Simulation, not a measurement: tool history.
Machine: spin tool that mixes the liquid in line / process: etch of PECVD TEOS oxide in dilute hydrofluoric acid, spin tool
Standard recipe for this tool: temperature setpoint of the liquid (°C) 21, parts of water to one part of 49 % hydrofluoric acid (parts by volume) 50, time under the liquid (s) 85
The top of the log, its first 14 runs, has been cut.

run    hour  temperature setpoint of the liquid (°C)  parts of water to one part of 49 % hydrofluoric acid (parts by volume)  time under the liquid (s)  read-back film thickness of the PECVD TEOS oxide reference wafer, read on the same gauge (nm)  thickness taken off the PECVD TEOS oxide on a monitor wafer (angstrom)
 15    1035                                       21                                                                      50                         85                                                                                          49.99                                                                   234.7
 16  1073.1                                       17                                                                      60                        100                                                                                          50.02                                                                   191.9
     1200.4  -- hydrofluoric acid flow meter replaced, repeated, since the last time left the tool worse
 17  1321.8                                       21                                                                      35                        105                                                                                          50.01                                                                   476.9
 18  1386.6                                       25                                                                      70                         40                                                                                          49.98                                                                   102.8
 19  1458.1                                       21                                                                      55                         85                                                                                          50.02                                                                     240
     1463.9  -- thermometer replaced
 20  1494.2                                       18                                                                      65                        120                                                                                          49.99                                                                     247
 21  1562.3                                       21                                                                      30                        110                                                                                          50.01                                                                   584.8
 22    1629                                       21                                                                      50                         85                                                                                          50.01                                                                   264.1
 23  1733.3                                     18.5                                                                      50                        130                                                                                          50.02                                                                     364
 24  1839.6                                     18.5                                                                      70                        125                                                                                          49.97                                                                   241.9
 25  1921.1                                       24                                                                      50                        120                                                                                          50.01                                                                   417.2
 26  2014.2                                     24.5                                                                      25                         50                                                                                          49.98                                                                   370.9
 27  2083.9                                     22.5                                                                      30                         85                                                                                          50.03                                                                     475
 28  2171.9                                       21                                                                      25                         85                                                                                          50.02                                                                   534.2
 29  2230.6                                     18.5                                                                      65                         40                                                                                             50                                                                    83.7
 30  2277.4                                       21                                                                      50                         50                                                                                          50.01                                                                   153.5
 31  2316.5                                     18.5                                                                      50                         85                                                                                          50.01                                                                   231.9
 32  2368.1                                       21                                                                      50                        115                                                                                             50                                                                   350.4
 33  2640.3                                       21                                                                      50                        125                                                                                          49.98                                                                   382.8

Each row is a separate what-if for the run after 33, all from the same tool condition, not one after another. Results?
  A  2640.7                                       21                                                                      50                         85                                                                                              ?                                                                       ?
  B  2640.7                                     25.5                                                                      65                        115                                                                                              ?                                                                       ?
  C  2640.7                                       26                                                                      30                         85                                                                                              ?                                                                       ?
  D  2640.7                                     19.5                                                                      60                         45                                                                                              ?                                                                       ?

run  read-back film thickness of the PECVD TEOS oxide reference wafer, read on the same gauge (nm)  thickness taken off the PECVD TEOS oxide on a monitor wafer (angstrom)
  A                                                                                          50.01                                                                   255.4
  B                                                                                          50.01                                                                   313.5
  C                                                                                          50.01                                                                   538.7
  D                                                                                          50.01                                                                   104.5
With no hidden state in the tool, these same runs would have given:
run  thickness taken off the PECVD TEOS oxide on a monitor wafer (angstrom)
  A                                                                   265.3
  B                                                                   325.9
  C                                                                   559.1
  D                                                                   108.5
